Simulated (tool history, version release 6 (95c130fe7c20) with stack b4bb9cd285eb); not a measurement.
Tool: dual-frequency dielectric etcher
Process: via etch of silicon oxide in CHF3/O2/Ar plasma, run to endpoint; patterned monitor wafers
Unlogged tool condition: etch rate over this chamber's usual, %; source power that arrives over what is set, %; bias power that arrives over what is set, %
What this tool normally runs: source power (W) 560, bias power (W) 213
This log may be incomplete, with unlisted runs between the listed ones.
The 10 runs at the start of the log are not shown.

run,hour,source power (W),bias power (W),wafers since the last listed run,hours since the last wet clean,hours since the last source power generator calibration,hours since the last bias power generator calibration,hours since the last upper electrode change,"incoming incoming film thickness, nm",endpoint time (s)
11,484.7,560,213,316,419,2106.9,2777.9,5446.1,801.8,434.7
# hour 520.4: wet clean of the chamber
12,537.7,560,213,149,17.3,2159.9,2830.9,5499.1,800.2,431.9
# hour 586.6: upper electrode replaced
13,590.8,560,213,150,70.4,2213,2884,4.2,795,428.6
14,625.9,560,213,180,105.5,2248.1,2919.1,39.3,791.2,429.6
# hour 651.4: bias power generator calibrated
15,689.3,500,196,306,168.9,2311.5,37.9,102.7,791.9,469.1
16,714.2,500,196,128,193.8,2336.4,62.8,127.6,802.2,478.6
17,758.5,500,213,228,238.1,2380.7,107.1,171.9,784.7,457.9
# hour 899.7: wet clean of the chamber
18,932.1,560,213,771,32.4,2554.3,280.7,345.5,790.8,432.2
19,958.9,490,243,138,59.2,2581.1,307.5,372.3,792.1,454.8
20,1018.3,470,259,306,118.6,2640.5,366.9,431.7,796.5,459.8
21,1084.6,600,190,341,184.9,2706.8,433.2,498,805.3,438.1
22,1124.8,660,252,207,225.1,2747,473.4,538.2,800.6,383.4
23,1177.7,560,213,272,278,2799.9,526.3,591.1,796.9,440
24,1218.5,560,213,210,318.8,2840.7,567.1,631.9,786.4,435.2
# hour 1242.5: source power generator calibrated
25,1254,560,249,162,354.3,11.5,602.6,667.4,793.4,406
# hour 1278.6: wet clean of the chamber
26,1311.8,610,235,174,33.2,69.3,660.4,725.2,792.5,394.1
27,1350.9,700,259,201,72.3,108.4,699.5,764.3,791.9,354
28,1384.8,560,213,174,106.2,142.3,733.4,798.2,794.8,426.1
29,1438.9,560,213,278,160.3,196.4,787.5,852.3,793.1,420.7
30,1502.9,560,195,330,224.3,260.4,851.5,916.3,795.1,435.1
31,1548.6,560,213,235,270,306.1,897.2,962,794.5,423.1
32,1573.8,430,228,129,295.2,331.3,922.4,987.2,796.2,488.9
33,1633.8,610,191,309,355.2,391.3,982.4,1047.2,787.2,409.7
# hour 1682.7: wet clean of the chamber
34,1683.2,470,213,130,0.5,440.7,1031.8,1096.6,789,466.8

Branching from run 34: 3 alternative next runs. What would each branch give?
A,1683.7,560,213,2,1,441.2,1032.3,1097.1,792,?
B,1683.7,680,261,2,1,441.2,1032.3,1097.1,792,?
C,1683.7,500,180,2,1,441.2,1032.3,1097.1,792,?

run,endpoint time (s)
A,422.4
B,359.6
C,471.5
With no hidden state in the tool, these same runs would have given:
run,endpoint time (s)
A,422.8
B,359.9
C,471.9
